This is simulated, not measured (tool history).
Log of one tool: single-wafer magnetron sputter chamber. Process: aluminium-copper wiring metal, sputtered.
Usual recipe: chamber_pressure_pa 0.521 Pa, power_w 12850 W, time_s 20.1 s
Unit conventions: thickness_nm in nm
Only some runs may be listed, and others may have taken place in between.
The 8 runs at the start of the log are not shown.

run	hour	chamber_pressure_pa	power_w	time_s	read-back reference wafer on the same gauge, thickness_nm	thickness_nm
9	463.6	0.61	12850	20.1	467.908	401.627
# hour 640.8: sputter target and shields replaced
10	672.1	0.521	13550	20.1	468.297	421.105
11	708.9	0.521	13550	20.1	468.113	417.394
12	795.5	0.521	13550	20.1	467.722	415.124
13	848.4	0.598	12850	20.1	467.859	380.842
14	912.9	0.521	12850	20.1	468.348	397.437
# hour 927: magnet pack replaced
15	981.8	0.521	12850	20.1	468.246	393.864
16	1028	0.521	12850	20.1	468.033	391.943
# hour 1089.6: sputter target and shields replaced, repeated, since the last time left the tool worse
17	1116.8	0.599	11000	23.8	468.067	448.994
18	1160.3	0.521	10750	22.6	468.002	440.688
19	1205.9	0.521	15000	22.6	468.247	543.486
20	1278.6	0.521	12850	17.9	467.908	386.761
# hour 1340.1: capacitance manometer re-zeroed and calibrated
21	1342.2	0.725	12850	20.1	467.917	377.347
22	1435	0.521	12850	21.7	467.578	462.381
# hour 1516.8: gauge calibrated
23	1537.4	0.521	12850	20.1	468.278	419.867
# hour 1585.2: sputter target and shields replaced
24	1598.3	0.521	12850	20.1	467.836	439.064
25	1668.2	0.357	14550	21.1	467.822	553.33
26	1738.8	0.643	16050	18.3	467.747	421.364
27	1778.1	0.651	14950	17.9	467.843	388.795
28	1828	0.643	16050	18.3	467.732	418.655
29	1908.9	0.655	12850	18.5	468.083	359.655
# hour 2093.6: sputter target and shields replaced
30	2174.9	0.636	14700	16.6	467.952	366.041
31	2256.9	0.521	12850	20.1	467.92	433.062

What if the next run were any one of these 4? Each begins from the tool's condition after run 31:
A	2257.3	0.521	12850	20.1	?	?
B	2257.3	0.521	12850	22.1	?	?
C	2257.3	0.521	15800	18.6	?	?
D	2257.3	0.627	14950	18	?	?

run	read-back reference wafer on the same gauge, thickness_nm	thickness_nm
A	468.003	434.472
B	468.003	477.703
C	468.003	460.294
D	468.003	401.546
The same runs, with their run-to-run variation unchanged, on a tool lacking any hidden condition would have given:
run	thickness_nm
A	443.518
B	487.649
C	469.877
D	409.906

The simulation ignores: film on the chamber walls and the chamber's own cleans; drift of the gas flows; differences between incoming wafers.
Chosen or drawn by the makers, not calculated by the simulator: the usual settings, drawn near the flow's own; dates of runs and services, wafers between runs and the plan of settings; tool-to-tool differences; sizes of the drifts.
